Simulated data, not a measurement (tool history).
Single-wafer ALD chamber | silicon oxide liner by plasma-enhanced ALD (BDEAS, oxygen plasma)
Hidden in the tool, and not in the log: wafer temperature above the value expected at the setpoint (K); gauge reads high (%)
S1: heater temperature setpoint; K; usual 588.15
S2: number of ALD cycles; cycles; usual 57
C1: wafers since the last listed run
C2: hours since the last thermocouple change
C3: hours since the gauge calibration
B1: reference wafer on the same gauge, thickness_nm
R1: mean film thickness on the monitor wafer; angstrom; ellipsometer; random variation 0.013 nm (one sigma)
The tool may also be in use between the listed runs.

run 1 hour=0.0 | S1=588.15 S2=57 | C1=0 C2=2043.8 C3=417.3 | B1=5.649 | R1=51.79
run 2 hour=14.6 | S1=588.15 S2=57 | C1=84 C2=2058.4 C3=431.9 | B1=5.647 | R1=51.72
run 3 hour=35.8 | S1=584.15 S2=57 | C1=122 C2=2079.6 C3=453.1 | B1=5.645 | R1=51.78
run 4 hour=60.0 | S1=584.15 S2=57 | C1=139 C2=2103.8 C3=477.3 | B1=5.643 | R1=51.99
run 5 hour=94.3 | S1=584.15 S2=57 | C1=197 C2=2138.1 C3=511.6 | B1=5.642 | R1=51.93
run 6 hour=125.5 | S1=588.15 S2=57 | C1=179 C2=2169.3 C3=542.8 | B1=5.652 | R1=51.71
run 7 hour=157.1 | S1=588.15 S2=57 | C1=182 C2=2200.9 C3=574.4 | B1=5.644 | R1=51.59
run 8 hour=190.2 | S1=588.15 S2=57 | C1=190 C2=2234.0 C3=607.5 | B1=5.649 | R1=51.76
run 9 hour=206.5 | S1=588.15 S2=57 | C1=93 C2=2250.3 C3=623.8 | B1=5.644 | R1=51.54
run 10 hour=228.0 | S1=588.15 S2=57 | C1=123 C2=2271.8 C3=645.3 | B1=5.644 | R1=51.72
run 11 hour=254.5 | S1=588.15 S2=57 | C1=152 C2=2298.3 C3=671.8 | B1=5.643 | R1=51.66
run 12 hour=275.0 | S1=588.15 S2=57 | C1=118 C2=2318.8 C3=692.3 | B1=5.644 | R1=51.66
run 13 hour=304.7 | S1=588.15 S2=57 | C1=171 C2=2348.5 C3=722.0 | B1=5.635 | R1=51.67
run 14 hour=329.4 | S1=588.15 S2=57 | C1=142 C2=2373.2 C3=746.7 | B1=5.637 | R1=51.82
run 15 hour=350.0 | S1=588.15 S2=57 | C1=118 C2=2393.8 C3=767.3 | B1=5.637 | R1=51.50
-- hour=364.7 gauge calibrated
run 16 hour=368.1 | S1=588.15 S2=57 | C1=104 C2=2411.9 C3=3.4 | B1=5.704 | R1=52.23
run 17 hour=393.8 | S1=588.15 S2=57 | C1=148 C2=2437.6 C3=29.1 | B1=5.699 | R1=52.08
run 18 hour=420.3 | S1=584.15 S2=57 | C1=152 C2=2464.1 C3=55.6 | B1=5.694 | R1=52.47
run 19 hour=452.5 | S1=583.15 S2=52 | C1=185 C2=2496.3 C3=87.8 | B1=5.686 | R1=47.73
run 20 hour=479.1 | S1=597.15 S2=66 | C1=153 C2=2522.9 C3=114.4 | B1=5.678 | R1=59.48
run 21 hour=504.9 | S1=592.15 S2=57 | C1=148 C2=2548.7 C3=140.2 | B1=5.682 | R1=51.70
run 22 hour=534.9 | S1=579.15 S2=57 | C1=172 C2=2578.7 C3=170.2 | B1=5.675 | R1=52.97
run 23 hour=561.9 | S1=592.15 S2=67 | C1=155 C2=2605.7 C3=197.2 | B1=5.667 | R1=60.60
run 24 hour=583.8 | S1=588.15 S2=51 | C1=126 C2=2627.6 C3=219.1 | B1=5.667 | R1=46.65
-- hour=607.3 thermocouple changed; heater temperature recalibrated
run 25 hour=611.5 | S1=588.15 S2=57 | C1=113 C2=4.2 C3=246.8 | B1=5.667 | R1=51.77
run 26 hour=628.5 | S1=573.15 S2=63 | C1=97 C2=21.2 C3=263.8 | B1=5.665 | R1=59.00
run 27 hour=650.2 | S1=579.15 S2=57 | C1=124 C2=42.9 C3=285.5 | B1=5.659 | R1=52.53
run 28 hour=666.0 | S1=596.15 S2=62 | C1=91 C2=58.7 C3=301.3 | B1=5.657 | R1=55.73
run 29 hour=678.3 | S1=601.15 S2=66 | C1=70 C2=71.0 C3=313.6 | B1=5.660 | R1=58.82
run 30 hour=703.4 | S1=581.15 S2=65 | C1=144 C2=96.1 C3=338.7 | B1=5.653 | R1=59.63
run 31 hour=719.7 | S1=583.15 S2=50 | C1=93 C2=112.4 C3=355.0 | B1=5.648 | R1=45.59
run 32 hour=739.1 | S1=583.15 S2=62 | C1=111 C2=131.8 C3=374.4 | B1=5.653 | R1=56.82
run 33 hour=752.2 | S1=592.15 S2=64 | C1=75 C2=144.9 C3=387.5 | B1=5.652 | R1=57.58
run 34 hour=772.2 | S1=583.15 S2=57 | C1=115 C2=164.9 C3=407.5 | B1=5.653 | R1=52.36
run 35 hour=807.5 | S1=588.15 S2=57 | C1=203 C2=200.2 C3=442.8 | B1=5.652 | R1=51.69

Forecast each of these 4 alternatives for the next run:
run A hour=808.0 | S1=588.15 S2=57 | C1=2 C2=200.7 C3=443.3 | B1=? | R1=?
run B hour=808.0 | S1=596.15 S2=46 | C1=2 C2=200.7 C3=443.3 | B1=? | R1=?
run C hour=808.0 | S1=596.15 S2=65 | C1=2 C2=200.7 C3=443.3 | B1=? | R1=?
run D hour=808.0 | S1=594.15 S2=49 | C1=2 C2=200.7 C3=443.3 | B1=? | R1=?

run=A B1=5.653 R1=51.72
run=B B1=5.653 R1=41.22
run=C B1=5.653 R1=58.25
run=D B1=5.653 R1=44.05
Without the tool's hidden state the same runs would have given:
run=A R1=52.28
run=B R1=41.66
run=C R1=58.87
run=D R1=44.52

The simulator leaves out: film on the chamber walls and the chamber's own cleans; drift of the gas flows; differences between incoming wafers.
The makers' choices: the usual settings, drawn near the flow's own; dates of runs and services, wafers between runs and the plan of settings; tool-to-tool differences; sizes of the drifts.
